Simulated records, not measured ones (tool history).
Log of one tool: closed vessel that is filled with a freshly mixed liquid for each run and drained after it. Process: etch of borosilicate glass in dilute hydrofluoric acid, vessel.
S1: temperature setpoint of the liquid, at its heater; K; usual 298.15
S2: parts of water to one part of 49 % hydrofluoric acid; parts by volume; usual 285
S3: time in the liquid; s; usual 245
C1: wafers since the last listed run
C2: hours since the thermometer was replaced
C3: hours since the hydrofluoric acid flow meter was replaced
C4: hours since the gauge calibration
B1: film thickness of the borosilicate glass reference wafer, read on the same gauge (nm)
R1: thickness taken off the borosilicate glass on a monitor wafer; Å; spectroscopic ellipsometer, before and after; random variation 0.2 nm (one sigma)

run    hour      S1   S2   S3    C1      C2      C3      C4     B1     R1
  1       0  298.15  185  245     0  2557.5   818.3   995.7  40.68    470
  2    26.9  298.15  185  245  2401  2584.4   845.2  1022.6  40.68  466.2
  3    91.8  298.15  185  245  5793  2649.3   910.1  1087.5  40.77  481.2
  4   154.9  298.15  285  245  5633  2712.4   973.2  1150.6  40.84  280.8
  5   223.5  298.15  285  245  6124    2781  1041.8  1219.2  40.93  283.1
  6   254.1  298.15  285  245  2731  2811.6  1072.4  1249.8  40.99  280.1
  7   300.1  298.15  285  245  4106  2857.6  1118.4  1295.8  41.03  280.3
  8   337.5  298.15  285  245  3338    2895  1155.8  1333.2  41.12  278.1
  9     403  298.15  285  245  5847  2960.5  1221.3  1398.7   41.2  276.3
 10   467.6  298.15  285  245  5766  3025.1  1285.9  1463.3  41.31  281.2
      482.7  -- thermometer replaced
 11     518  298.15  285  245  4410    35.3  1336.3  1513.7  41.41  282.6
 12   548.8  298.15  285  245  2749    66.1  1367.1  1544.5  41.44  281.4
 13     587  298.15  285  245  3410   104.3  1405.3  1582.7  41.55  279.8
 14   629.4  298.15  285  245  3785   146.7  1447.7  1625.1  41.61  284.5
 15   726.5  302.15  355  175  8668   243.8  1544.8  1722.2  41.76  172.7
      733.6  -- hydrofluoric acid flow meter replaced
 16   783.8  294.65  250  245  5026   301.1    50.2  1779.5  41.89  299.8
 17     854  300.65  285  145  6266   371.3   120.4  1849.7  42.05  183.2
      899.4  -- gauge calibrated
 18   900.6  298.15  285  245  4160   417.9     167     1.2     40  267.9
 19   941.9  298.15  285  245  3686   459.2   208.3    42.5  39.97  271.3
 20   986.7  302.65  345  370  3999     504   253.1    87.3  39.99  371.5
 21  1029.1  298.15  285  365  3785   546.4   295.5   129.7  39.97  400.4
 22  1089.8  298.15  285  245  5418   607.1   356.2   190.4     40  271.9
 23  1134.4  298.15  285  360  3981   651.7   400.8     235  40.02  399.9
 24    1187  293.65  405  245  4695   704.3   453.4   287.6     40  147.4
 25  1248.2  298.15  285  245  5463   765.5   514.6   348.8  40.03  270.7
 26  1286.6  298.15  285  130  3428   803.9     553   387.2  40.06  145.4
 27  1317.5  298.15  340  120  2758   834.8   583.9   418.1  40.07  107.3
 28  1362.6  298.15  285  245  4026   879.9     629   463.2  40.09  269.3
 29    1418  298.15  285  245  4945   935.3   684.4   518.6  40.11  270.8
 30  1450.8  298.15  285  245  2928   968.1   717.2   551.4  40.17  276.1
 31  1489.4  302.65  345  370  3445  1006.7   755.8     590  40.17  368.1
 32    1547  298.15  285  120  5142  1064.3   813.4   647.6  40.19  135.9
 33  1577.6  301.65  395  350  2731  1094.9     844   678.2  40.22  282.8
 34  1635.2  298.15  285  190  5142  1152.5   901.6   735.8  40.27  210.1

3 ways to go on from here, each from the tool as it stands after run 34. What would each give?
  A  1635.9  298.15  285  245  62  1153.2  902.3  736.5   ?   ?
  B  1635.9  298.15  285  325  62  1153.2  902.3  736.5   ?   ?
  C  1635.9  301.65  220  375  62  1153.2  902.3  736.5   ?   ?

run     B1     R1
  A  40.29  275.8
  B  40.29  365.9
  C  40.29  662.3
Without the tool's hidden state the same runs would have given:
run     R1
  A    274
  B  363.4
  C  657.8

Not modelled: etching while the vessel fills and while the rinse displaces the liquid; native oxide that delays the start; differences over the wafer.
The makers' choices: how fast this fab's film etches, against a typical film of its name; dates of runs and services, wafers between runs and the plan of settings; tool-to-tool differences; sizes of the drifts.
